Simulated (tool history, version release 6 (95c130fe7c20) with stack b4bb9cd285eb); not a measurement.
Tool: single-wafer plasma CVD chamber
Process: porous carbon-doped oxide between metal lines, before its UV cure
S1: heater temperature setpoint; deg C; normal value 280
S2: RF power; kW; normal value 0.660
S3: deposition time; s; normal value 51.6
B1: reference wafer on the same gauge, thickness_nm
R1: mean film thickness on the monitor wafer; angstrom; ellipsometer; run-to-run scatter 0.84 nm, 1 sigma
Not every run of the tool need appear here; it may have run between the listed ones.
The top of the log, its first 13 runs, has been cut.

| run | hour | S1 | S2 | S3 | B1 | R1 |
|---|---|---|---|---|---|---|
| 14 | 353.9 | 280 | 0.660 | 51.6 | 397.987 | 3794.43 |
| 15 | 371.0 | 280 | 0.660 | 51.6 | 397.795 | 3821.76 |
| 16 | 387.2 | 280 | 0.530 | 58.9 | 398.005 | 3717.29 |
| 17 | 401.7 | 280 | 0.570 | 51.6 | 397.727 | 3433.79 |
| 18 | 469.8 | 280 | 0.660 | 51.6 | 397.768 | 3818.37 |
|  | 495.7 | RF generator calibrated |
| 19 | 496.2 | 294 | 0.660 | 51.6 | 398.212 | 3543.77 |
| 20 | 522.0 | 280 | 0.660 | 51.6 | 398.159 | 3810.75 |
|  | 522.2 | gauge calibrated |
| 21 | 562.2 | 280 | 0.660 | 51.6 | 398.311 | 3835.98 |
| 22 | 596.8 | 280 | 0.660 | 60.2 | 398.256 | 4447.24 |
| 23 | 616.9 | 291 | 0.660 | 42.8 | 398.020 | 3005.92 |
| 24 | 643.8 | 292 | 0.755 | 51.6 | 398.069 | 3929.06 |

Forecast run 25:
| 25 | 667.7 | 267 | 0.740 | 57.5 | ? | ? |

B1: 398.106
R1: 4962.87 angstrom
If the tool had no hidden condition, the same run with the same run-to-run variation would have returned R1 4878.35 angstrom.
